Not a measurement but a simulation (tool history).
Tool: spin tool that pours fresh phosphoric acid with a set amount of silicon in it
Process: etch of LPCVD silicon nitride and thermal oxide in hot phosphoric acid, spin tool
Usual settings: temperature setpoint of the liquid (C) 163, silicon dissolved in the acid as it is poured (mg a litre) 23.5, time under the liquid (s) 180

run     day  temperature setpoint of the liquid (C)  silicon dissolved in the acid as it is poured (mg a litre)  time under the liquid (s)  read-back film thickness of the LPCVD silicon nitride reference wafer, read on the same gauge (nm)  read-back film thickness of the thermal oxide reference wafer, read on the same gauge (nm)  thickness taken off the LPCVD silicon nitride on a monitor wafer (nm)  thickness taken off the thermal oxide on a monitor wafer (nm)
  1       0                                     163                                                        23.5                        180                                                                                               90.01                                                                                      70.006                                                                  17.56                                                          0.345
  2   2.054                                     163                                                        23.5                        180                                                                                                  90                                                                                      69.997                                                                  17.73                                                          0.343
  3   4.342                                     163                                                        23.5                        180                                                                                               89.99                                                                                      70.012                                                                  17.95                                                          0.395
  4   7.725                                     163                                                        23.5                        180                                                                                                  90                                                                                       70.01                                                                  17.95                                                          0.382
  5  11.717                                     163                                                        23.5                        180                                                                                               89.99                                                                                      69.964                                                                  17.88                                                          0.418
  6  19.783                                     163                                                        23.5                        180                                                                                               90.01                                                                                      69.978                                                                  18.04                                                          0.394
  7  31.179                                     163                                                        23.5                        180                                                                                               89.98                                                                                      69.964                                                                  16.83                                                          0.343
  8  33.738                                     163                                                        23.5                        180                                                                                               90.03                                                                                      70.014                                                                  16.88                                                          0.311
  9  37.138                                     163                                                        23.5                        180                                                                                               89.99                                                                                      69.998                                                                  17.02                                                          0.355
 10   49.05                                     163                                                        23.5                        180                                                                                               90.01                                                                                      69.983                                                                  17.27                                                          0.336
 11  53.229                                     161                                                        23.5                        180                                                                                               90.01                                                                                      69.983                                                                  16.19                                                          0.329
 12  56.175                                     163                                                        23.5                        180                                                                                               90.01                                                                                      70.045                                                                  16.98                                                          0.374
 13  59.138                                   164.5                                                          18                        120                                                                                               90.01                                                                                      69.986                                                                  12.07                                                          0.296
 14  62.554                                   164.5                                                          33                        180                                                                                               90.01                                                                                      70.006                                                                  18.23                                                          0.278
 15  66.796                                   165.5                                                           6                        180                                                                                                  90                                                                                      70.001                                                                  18.62                                                          0.646
 16  70.875                                     163                                                        16.5                        215                                                                                               90.02                                                                                          70                                                                  20.63                                                           0.55
 17    72.7                                   164.5                                                         7.5                        265                                                                                               89.98                                                                                      69.997                                                                  26.85                                                          0.857
 18  76.688                                     163                                                        23.5                        180                                                                                               90.01                                                                                       69.99                                                                  17.31                                                          0.364
 19  83.696                                     163                                                        23.5                        180                                                                                               89.99                                                                                      70.016                                                                  17.56                                                          0.374
 20  86.542                                     163                                                          39                         95                                                                                               89.99                                                                                      69.997                                                                   9.29                                                          0.111
 21  90.896                                     163                                                        23.5                        180                                                                                                  90                                                                                      70.068                                                                  17.56                                                          0.365
 22  92.683                                   165.5                                                          40                        180                                                                                               90.01                                                                                      69.981                                                                  19.18                                                          0.216

Not shown: 5 entries that the log had between the listed runs. Between which runs, and how does the tool's hidden state differ before and after?
Between runs 5 and 6: dissolved silicon flow meter replaced (day 19.717)
  liquid hotter than its thermometer reads (K): 1.91 -> 2.09
  measured less the result without the state, thickness taken off the LPCVD silicon nitride on a monitor wafer (nm): +1.1 -> +1.2; thickness taken off the thermal oxide on a monitor wafer (nm): +0.055 -> +0.056
Between runs 6 and 7: thermometer replaced (day 27.533)
  liquid hotter than its thermometer reads (K): 2.09 -> 0.135
  measured less the result without the state, thickness taken off the LPCVD silicon nitride on a monitor wafer (nm): +1.2 -> +0.07; thickness taken off the thermal oxide on a monitor wafer (nm): +0.056 -> +0.003
Between runs 11 and 12: gauge calibrated (day 53.338)
  liquid hotter than its thermometer reads (K): 0.609 -> 0.672
  measured less the result without the state, thickness taken off the LPCVD silicon nitride on a monitor wafer (nm): +0.33 -> +0.37; thickness taken off the thermal oxide on a monitor wafer (nm): +0.014 -> +0.018
Between runs 14 and 15: heated supply line repaired (day 66.775)
  liquid hotter than its thermometer reads (K): 0.81 -> 0.901
  measured less the result without the state, thickness taken off the LPCVD silicon nitride on a monitor wafer (nm): +0.48 -> +0.54; thickness taken off the thermal oxide on a monitor wafer (nm): +0.016 -> +0.041
Between runs 18 and 19: dissolved silicon flow meter replaced (day 83.471)
  liquid hotter than its thermometer reads (K): 1.11 -> 1.26
  measured less the result without the state, thickness taken off the LPCVD silicon nitride on a monitor wafer (nm): +0.63 -> +0.72; thickness taken off the thermal oxide on a monitor wafer (nm): +0.028 -> +0.033
